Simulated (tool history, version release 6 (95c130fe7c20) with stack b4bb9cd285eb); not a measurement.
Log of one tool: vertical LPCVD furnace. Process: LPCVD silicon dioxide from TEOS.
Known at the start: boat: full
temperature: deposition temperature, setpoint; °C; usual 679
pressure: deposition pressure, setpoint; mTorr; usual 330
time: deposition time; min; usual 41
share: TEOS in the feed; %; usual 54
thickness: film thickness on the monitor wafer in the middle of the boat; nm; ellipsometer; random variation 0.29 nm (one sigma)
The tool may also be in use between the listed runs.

run   hour  temperature  pressure  time  share  wafers since the last listed run  hours since the last temperature calibration  hours since the pressure gauge was zeroed  hours since the TEOS flow controller was replaced  hours since the gauge calibration  read-back reference wafer on the same gauge, thickness  thickness
  1      0          679       330    41     54                                 0                                        4671.6                                     3926.1                                             5629.8                              254.7                                                  182.95     215.19
  2    7.4          679       330    41     54                                69                                          4679                                     3933.5                                             5637.2                              262.1                                                  182.84     214.88
  3   22.4          679       330    41     54                               141                                          4694                                     3948.5                                             5652.2                              277.1                                                  182.98     215.32
  4   52.1          679       330    41     54                               279                                        4723.7                                     3978.2                                             5681.9                              306.8                                                     183     215.66
      87.4  -- thermocouples replaced and temperature profile calibrated
     105.9  -- TEOS flow controller replaced
  5  106.4          679       330    41     54                               111                                            19                                     4032.5                                                0.5                              361.1                                                  182.98     192.83
  6  110.6          679       330    41     54                                39                                          23.2                                     4036.7                                                4.7                              365.3                                                  182.98     192.81
  7  114.7          670       330    41     62                                38                                          27.3                                     4040.8                                                8.8                              369.4                                                  183.03     166.01
  8  118.9          670       330    41     62                                39                                          31.5                                       4045                                                 13                              373.6                                                  183.04     165.77
  9    123          679       330    41     54                                38                                          35.6                                     4049.1                                               17.1                              377.7                                                  183.08     193.77
 10  127.2          679       330    41     54                                39                                          39.8                                     4053.3                                               21.3                              381.9                                                  182.97     193.24
 11  131.3          679       330    41     54                                38                                          43.9                                     4057.4                                               25.4                                386                                                  182.84     192.85
     144.7  -- gauge calibrated
     157.5  -- pressure gauge zeroed
 12    170          669       395    41     54                               138                                          82.6                                       12.5                                               64.1                               25.3                                                  183.07     165.81
 13  180.3          679       330    41     54                                96                                          92.9                                       22.8                                               74.4                               35.6                                                  182.89     192.78
 14    233          679       330    29     48                               495                                         145.6                                       75.5                                              127.1                               88.3                                                  183.03     128.27
 15  241.4          679       330    41     54                                79                                           154                                       83.9                                              135.5                               96.7                                                     183     192.98
 16  257.9          679       330    41     54                               155                                         170.5                                      100.4                                                152                              113.2                                                  182.96     193.05
 17  268.6          679       330    35     51                               100                                         181.2                                      111.1                                              162.7                              123.9                                                  183.01      160.4

The next listed run, before its measurement:
 18  280.2          684       330    41     64                               109                                         192.8                                      122.7                                              174.3                              135.5                                                       ?          ?

{"run 18": {"read-back reference wafer on the same gauge, thickness": 183, "thickness": 236.89}}
Without the tool's hidden state the same run would have given thickness 235.23 nm.

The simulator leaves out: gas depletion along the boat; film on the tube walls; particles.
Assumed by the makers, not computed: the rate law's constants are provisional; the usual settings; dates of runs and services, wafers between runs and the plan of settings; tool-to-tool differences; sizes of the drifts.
